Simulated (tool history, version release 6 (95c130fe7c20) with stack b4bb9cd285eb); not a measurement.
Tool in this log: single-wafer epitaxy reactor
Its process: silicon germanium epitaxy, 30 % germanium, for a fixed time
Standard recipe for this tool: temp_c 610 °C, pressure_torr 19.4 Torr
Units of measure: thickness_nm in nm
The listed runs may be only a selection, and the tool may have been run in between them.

| run | hour | temp_c | pressure_torr | read-back reference wafer on the same gauge, thickness_nm | thickness_nm |
|---|---|---|---|---|---|
| 1 | 0 | 610 | 19.4 | 61.882 | 76.958 |
| 2 | 8.9 | 621 | 19.4 | 61.878 | 92.813 |
| 3 | 16.9 | 621 | 19.4 | 61.907 | 93.049 |
| 4 | 23 | 610 | 17.9 | 61.828 | 75.39 |
| 5 | 29.8 | 610 | 19.4 | 61.873 | 77.251 |
| 6 | 46.7 | 610 | 19.4 | 61.889 | 77.338 |
| 7 | 56.8 | 610 | 15.5 | 61.897 | 71.913 |
| 8 | 69.6 | 610 | 15.5 | 61.931 | 71.783 |
| 9 | 85.2 | 610 | 15.5 | 61.858 | 71.728 |
| 10 | 98.7 | 610 | 19.4 | 61.889 | 77.174 |
| 11 | 109 | 610 | 19.4 | 61.898 | 77.66 |
| 12 | 115.6 | 606 | 23.3 | 61.919 | 77.032 |
|  | 128 | gauge calibrated |
|  | 137.1 | pyrometer calibrated |
| 13 | 137.6 | 610 | 23.4 | 61.886 | 76.677 |
| 14 | 145.7 | 624 | 22.3 | 61.901 | 95.248 |
| 15 | 162.9 | 604 | 16.7 | 61.897 | 61.803 |
| 16 | 171 | 605 | 19.4 | 61.896 | 66.443 |
|  | 185.5 | capacitance manometer re-zeroed and calibrated |
| 17 | 186 | 614 | 19.4 | 61.963 | 77.543 |
| 18 | 196.6 | 603 | 18.1 | 61.892 | 62.627 |
| 19 | 242.5 | 603 | 18.1 | 61.889 | 63.092 |
| 20 | 251.4 | 599 | 20.7 | 61.888 | 61.608 |
|  | 260.5 | showerhead replaced |
| 21 | 261 | 610 | 22.5 | 61.937 | 76.882 |
| 22 | 273.2 | 598 | 19.4 | 61.88 | 59.322 |
| 23 | 286 | 596 | 19.4 | 61.885 | 57.4 |
| 24 | 296.2 | 610 | 19.4 | 61.913 | 73.078 |
| 25 | 314.1 | 610 | 15.5 | 61.896 | 67.804 |
| 26 | 325 | 616 | 22.8 | 61.91 | 85.795 |
| 27 | 342 | 605 | 15.9 | 61.91 | 63.298 |
| 28 | 358.5 | 606 | 24 | 61.916 | 73.752 |
| 29 | 369.2 | 615 | 23.7 | 61.879 | 86.038 |
| 30 | 383 | 595 | 19.4 | 61.881 | 56.847 |
| 31 | 399.7 | 618 | 19.4 | 61.935 | 84.709 |
| 32 | 412.7 | 610 | 22.7 | 61.956 | 78.149 |
|  | 428.4 | gauge calibrated |
| 33 | 433.1 | 610 | 19.4 | 61.945 | 74.102 |
| 34 | 443.7 | 615 | 22.1 | 61.877 | 84.148 |
| 35 | 453.6 | 624 | 16.1 | 61.877 | 88.156 |

Below are 4 alternative next runs, each starting from the tool's condition after run 35. Predict each:
| A | 454 | 604 | 19.4 | ? | ? |
| B | 454 | 620 | 23.3 | ? | ? |
| C | 454 | 598 | 21 | ? | ? |
| D | 454 | 624 | 22 | ? | ? |

| run | read-back reference wafer on the same gauge, thickness_nm | thickness_nm |
|---|---|---|
| A | 61.882 | 66.814 |
| B | 61.882 | 93.336 |
| C | 61.882 | 61.836 |
| D | 61.882 | 97.793 |
Without the tool's hidden state the same runs would have given:
| run | thickness_nm |
|---|---|
| A | 64.902 |
| B | 90.755 |
| C | 60.043 |
| D | 95.112 |
